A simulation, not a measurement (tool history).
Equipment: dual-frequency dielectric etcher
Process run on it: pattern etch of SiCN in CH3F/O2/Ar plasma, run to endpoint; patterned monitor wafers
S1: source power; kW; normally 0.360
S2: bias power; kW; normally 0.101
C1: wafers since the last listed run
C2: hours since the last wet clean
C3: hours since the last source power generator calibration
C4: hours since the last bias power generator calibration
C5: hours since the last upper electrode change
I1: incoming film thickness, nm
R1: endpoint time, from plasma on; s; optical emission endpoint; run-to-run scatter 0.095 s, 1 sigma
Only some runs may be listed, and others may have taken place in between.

run,hour,S1,S2,C1,C2,C3,C4,C5,I1,R1
1,0.0,0.360,0.101,0,298.7,4429.9,1758.4,4313.8,6.71,18.0
2,102.9,0.360,0.101,1556,401.6,4532.8,1861.3,4416.7,6.80,18.4
# hour 170.8: source power generator calibrated
3,171.3,0.360,0.101,973,470.0,0.5,1929.7,4485.1,6.77,17.6
4,229.2,0.360,0.101,875,527.9,58.4,1987.6,4543.0,6.81,17.8
5,292.9,0.360,0.101,963,591.6,122.1,2051.3,4606.7,6.77,17.8
# hour 323.7: wet clean of the chamber
6,362.1,0.360,0.101,683,38.4,191.3,2120.5,4675.9,6.74,17.2
7,400.8,0.360,0.101,585,77.1,230.0,2159.2,4714.6,6.81,17.5
8,441.0,0.410,0.101,607,117.3,270.2,2199.4,4754.8,6.81,16.2
9,501.6,0.360,0.119,916,177.9,330.8,2260.0,4815.4,6.79,16.6
10,616.0,0.380,0.101,1730,292.3,445.2,2374.4,4929.8,6.84,17.2
11,704.6,0.380,0.101,1339,380.9,533.8,2463.0,5018.4,6.82,17.1
12,780.4,0.360,0.101,1146,456.7,609.6,2538.8,5094.2,6.77,17.6
13,850.5,0.300,0.110,1060,526.8,679.7,2608.9,5164.3,6.85,19.3
# hour 888.1: upper electrode replaced
# hour 962.6: wet clean of the chamber
14,963.1,0.360,0.101,976,0.5,792.3,2721.5,75.0,6.74,17.3
15,1003.5,0.360,0.101,610,40.9,832.7,2761.9,115.4,6.79,17.3
16,1077.1,0.290,0.116,1113,114.5,906.3,2835.5,189.0,6.76,18.9
17,1130.6,0.360,0.101,809,168.0,959.8,2889.0,242.5,6.86,17.7
18,1228.2,0.360,0.101,1476,265.6,1057.4,2986.6,340.1,6.87,17.8
19,1307.6,0.280,0.101,1200,345.0,1136.8,3066.0,419.5,6.79,20.7
20,1359.8,0.330,0.101,789,397.2,1189.0,3118.2,471.7,6.73,18.7
21,1426.8,0.290,0.123,1013,464.2,1256.0,3185.2,538.7,6.77,18.8
22,1493.3,0.360,0.101,1005,530.7,1322.5,3251.7,605.2,6.80,17.7
23,1572.7,0.360,0.101,1200,610.1,1401.9,3331.1,684.6,6.80,17.9
24,1618.1,0.280,0.114,686,655.5,1447.3,3376.5,730.0,6.77,19.9
# hour 1678.2: wet clean of the chamber
25,1718.2,0.360,0.101,1150,40.0,1547.4,3476.6,830.1,6.81,17.7
# hour 1735.8: bias power generator calibrated
26,1755.5,0.430,0.078,503,77.3,1584.7,19.7,867.4,6.76,17.2
27,1807.3,0.270,0.090,783,129.1,1636.5,71.5,919.2,6.78,21.8
28,1889.1,0.360,0.085,1237,210.9,1718.3,153.3,1001.0,6.77,18.6
29,1986.8,0.360,0.101,1477,308.6,1816.0,251.0,1098.7,6.79,17.7
30,2069.6,0.430,0.122,1252,391.4,1898.8,333.8,1181.5,6.77,15.0
31,2166.7,0.330,0.091,1468,488.5,1995.9,430.9,1278.6,6.79,19.4
32,2261.2,0.430,0.091,1429,583.0,2090.4,525.4,1373.1,6.83,16.9
# hour 2342.5: wet clean of the chamber
33,2353.1,0.420,0.125,1026,10.6,2182.3,617.3,1465.0,6.86,15.1
34,2430.5,0.320,0.090,1170,88.0,2259.7,694.7,1542.4,6.81,19.8
35,2535.4,0.430,0.117,1586,192.9,2364.6,799.6,1647.3,6.85,15.5
36,2592.7,0.360,0.101,866,250.2,2421.9,856.9,1704.6,6.74,17.6

What the log doesn't show, run by run:
bias power that arrives over what is set, %: 0 on each run
H1: etch rate over this chamber's usual, %
H2: source power that arrives over what is set, %
run,H1,H2
1,-1.13,-4.36
2,-1.51,-4.63
3,-1.76,0.746
4,-1.97,0.745
5,-2.21,0.742
6,0.113,0.735
7,-0.0297,0.73
8,-0.178,0.725
9,-0.402,0.714
10,-0.824,0.687
11,-1.15,0.662
12,-1.43,0.636
13,-1.69,0.609
14,0.222,0.56
15,0.0724,0.54
16,-0.199,0.502
17,-0.397,0.473
18,-0.757,0.414
19,-1.05,0.363
20,-1.24,0.327
21,-1.49,0.278
22,-1.74,0.227
23,-2.03,0.163
24,-2.2,0.125
25,0.202,0.0356
26,0.0646,0.000899
27,-0.127,-0.0486
28,-0.429,-0.13
29,-0.789,-0.233
30,-1.1,-0.324
31,-1.45,-0.436
32,-1.8,-0.551
33,0.0506,-0.667
34,-0.235,-0.769
35,-0.622,-0.913
36,-0.834,-0.995
